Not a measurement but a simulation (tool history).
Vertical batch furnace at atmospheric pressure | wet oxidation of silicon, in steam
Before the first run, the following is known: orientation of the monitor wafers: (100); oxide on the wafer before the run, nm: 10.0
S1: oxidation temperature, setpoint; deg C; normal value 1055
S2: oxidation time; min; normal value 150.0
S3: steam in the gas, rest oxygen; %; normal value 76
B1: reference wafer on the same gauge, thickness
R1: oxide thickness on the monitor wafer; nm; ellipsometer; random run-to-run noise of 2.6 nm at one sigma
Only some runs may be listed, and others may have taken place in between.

Run 1, hour 0.0: usual settings but S2 97.0 min, S3 84 %; B1 788.93. Result: R1 725.82 nm.
Run 2, hour 29.4: usual settings but S2 97.0 min, S3 84 %; B1 789.25. Result: R1 724.81 nm.
Run 3, hour 48.4: usual settings but S2 97.0 min, S3 84 %; B1 789.04. Result: R1 725.19 nm.
Run 4, hour 77.5: usual settings; B1 789.35. Result: R1 878.61 nm.
Run 5, hour 112.2: usual settings; B1 788.72. Result: R1 877.54 nm.
Run 6, hour 143.9: usual settings; B1 789.45. Result: R1 882.99 nm.
Run 7, hour 166.3: usual settings; B1 789.92. Result: R1 880.16 nm.
Run 8, hour 186.3: usual settings; B1 789.05. Result: R1 885.63 nm.
Run 9, hour 198.7: usual settings but S2 197.0 min; B1 789.08. Result: R1 1022.03 nm.
Run 10, hour 225.9: usual settings but S2 197.0 min; B1 789.12. Result: R1 1024.14 nm.
Run 11, hour 238.4: usual settings but S1 1038 deg C; B1 788.80. Result: R1 816.13 nm.
Run 12, hour 253.5: usual settings but S1 1046 deg C; B1 788.62. Result: R1 843.24 nm.
Run 13, hour 277.0: usual settings; B1 789.80. Result: R1 880.83 nm.
At hour 316.8: thermocouples replaced and temperature profile calibrated.
Run 14, hour 317.3: usual settings; B1 789.70. Result: R1 879.15 nm.
Run 15, hour 322.9: usual settings but S1 1073 deg C, S2 202.5 min; B1 789.53. Result: R1 1119.18 nm.
Run 16, hour 338.0: usual settings but S1 1044 deg C, S2 105.0 min, S3 71 %; B1 789.28. Result: R1 648.30 nm.
Run 17, hour 360.4: usual settings but S2 194.5 min; B1 789.23. Result: R1 1022.16 nm.
Run 18, hour 381.7: usual settings but S1 1064 deg C, S3 86 %; B1 789.19. Result: R1 977.66 nm.
Run 19, hour 405.2: usual settings but S3 82 %; B1 788.56. Result: R1 914.53 nm.
Run 20, hour 422.1: usual settings but S3 83 %; B1 788.53. Result: R1 919.41 nm.
Run 21, hour 440.6: usual settings but S1 1075 deg C, S2 172.5 min, S3 80 %; B1 789.17. Result: R1 1057.39 nm.
Run 22, hour 463.3: usual settings; B1 788.70. Result: R1 877.90 nm.
Run 23, hour 498.3: usual settings; B1 789.05. Result: R1 873.59 nm.
Run 24, hour 518.7: usual settings but S1 1039 deg C, S2 126.0 min, S3 65 %; B1 789.84. Result: R1 669.30 nm.
Run 25, hour 549.3: usual settings; B1 788.29. Result: R1 876.89 nm.
At hour 588.7: steam generator serviced.
Run 26, hour 589.2: usual settings; B1 789.28. Result: R1 916.37 nm.
Run 27, hour 615.2: usual settings but S1 1063 deg C, S3 69 %; B1 788.84. Result: R1 899.10 nm.
At hour 632.6: gauge calibrated.
Run 28, hour 643.9: usual settings but S1 1076 deg C; B1 789.38. Result: R1 1005.13 nm.
Run 29, hour 746.9: usual settings but S1 1069 deg C, S2 79.5 min; B1 789.07. Result: R1 674.89 nm.
Run 30, hour 803.2: usual settings; B1 788.97. Result: R1 912.17 nm.
Run 31, hour 827.0: usual settings; B1 788.52. Result: R1 916.26 nm.
Run 32, hour 847.4: usual settings but S3 86 %; B1 789.65. Result: R1 982.21 nm.
Run 33, hour 859.9: usual settings but S1 1067 deg C, S3 72 %; B1 789.48. Result: R1 931.88 nm.
Run 34, hour 881.2: usual settings but S3 71 %; B1 788.68. Result: R1 876.06 nm.
Run 35, hour 914.8: usual settings; B1 788.86. Result: R1 913.84 nm.
Run 36, hour 936.9: usual settings but S2 84.5 min, S3 85 %; B1 788.75. Result: R1 699.00 nm.
Run 37, hour 966.3: usual settings but S1 1074 deg C, S2 81.5 min, S3 84 %; B1 787.99. Result: R1 742.21 nm.
Run 38, hour 992.7: usual settings but S2 88.0 min, S3 80 %; B1 790.11. Result: R1 692.68 nm.

Alternative continuations, all from the tool just after run 38; predict every row:
Run A, hour 998.4: usual settings but S1 1067 deg C; B1 ?. Result: R1 ?.
Run B, hour 998.4: usual settings but S3 87 %; B1 ?. Result: R1 ?.
Run C, hour 998.4: usual settings but S1 1062 deg C; B1 ?. Result: R1 ?.
Run D, hour 998.4: usual settings but S1 1037 deg C, S2 216.0 min, S3 68 %; B1 ?. Result: R1 ?.

run      B1      R1
  A  788.95  964.98
  B  788.95  990.57
  C  788.95  945.22
  D  788.95  979.96
Had the tool no hidden state, the same runs would have come out as:
run      R1
  A  972.02
  B  997.87
  C  952.16
  D  987.32
